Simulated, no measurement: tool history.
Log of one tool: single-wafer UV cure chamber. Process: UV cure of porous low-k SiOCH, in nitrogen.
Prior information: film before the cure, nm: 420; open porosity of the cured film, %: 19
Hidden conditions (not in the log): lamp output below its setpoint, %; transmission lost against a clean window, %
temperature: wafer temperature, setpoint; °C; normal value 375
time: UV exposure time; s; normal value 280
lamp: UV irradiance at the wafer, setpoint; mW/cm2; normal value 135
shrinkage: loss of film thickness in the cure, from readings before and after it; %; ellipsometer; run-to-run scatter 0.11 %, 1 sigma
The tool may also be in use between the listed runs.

| run | hour | temperature | time | lamp | wafers since the last listed run | hours since the UV bulbs were replaced | wafers since the quartz window was cleaned | shrinkage |
|---|---|---|---|---|---|---|---|---|
| 1 | 0 | 375 | 340 | 135 | 0 | 1734.1 | 1740 | 12.946 |
|  | 2 | quartz window cleaned |
| 2 | 17.5 | 375 | 340 | 135 | 69 | 1751.6 | 69 | 13.709 |
| 3 | 41.2 | 375 | 280 | 135 | 106 | 1775.3 | 175 | 12.838 |
| 4 | 54.6 | 375 | 280 | 135 | 60 | 1788.7 | 236 | 12.583 |
| 5 | 86.3 | 375 | 280 | 135 | 142 | 1820.4 | 378 | 12.663 |
| 6 | 98.3 | 375 | 280 | 135 | 53 | 1832.4 | 432 | 12.765 |
| 7 | 119.7 | 375 | 280 | 135 | 96 | 1853.8 | 528 | 12.695 |
| 8 | 144.1 | 375 | 280 | 135 | 109 | 1878.2 | 638 | 12.833 |
| 9 | 160.9 | 375 | 280 | 135 | 75 | 1895 | 713 | 12.587 |
| 10 | 173.6 | 375 | 280 | 135 | 57 | 1907.7 | 770 | 12.689 |
| 11 | 209.4 | 375 | 280 | 135 | 160 | 1943.5 | 931 | 12.433 |
| 12 | 227.6 | 375 | 280 | 135 | 81 | 1961.7 | 1013 | 12.598 |
| 13 | 254.7 | 375 | 280 | 135 | 121 | 1988.8 | 1134 | 12.524 |
| 14 | 281.9 | 375 | 280 | 135 | 122 | 2016 | 1256 | 12.449 |
| 15 | 302.9 | 375 | 280 | 135 | 94 | 2037 | 1351 | 12.301 |
| 16 | 335.8 | 375 | 225 | 151 | 147 | 2069.9 | 1498 | 11.702 |
| 17 | 359 | 361 | 385 | 154 | 104 | 2093.1 | 1603 | 14.231 |
| 18 | 377.8 | 361 | 385 | 154 | 84 | 2111.9 | 1687 | 13.941 |
|  | 402.6 | quartz window cleaned |
| 19 | 403.1 | 384 | 145 | 102 | 77 | 2137.2 | 2 | 8.839 |

Run 20 has not been measured yet. What should we expect?
| 20 | 423.1 | 375 | 235 | 135 | 89 | 2157.2 | 91 | ? |

{"run 20": {"shrinkage": 11.821}}
The same run, on a tool lacking any hidden state, would have yielded shrinkage 11.885 %.

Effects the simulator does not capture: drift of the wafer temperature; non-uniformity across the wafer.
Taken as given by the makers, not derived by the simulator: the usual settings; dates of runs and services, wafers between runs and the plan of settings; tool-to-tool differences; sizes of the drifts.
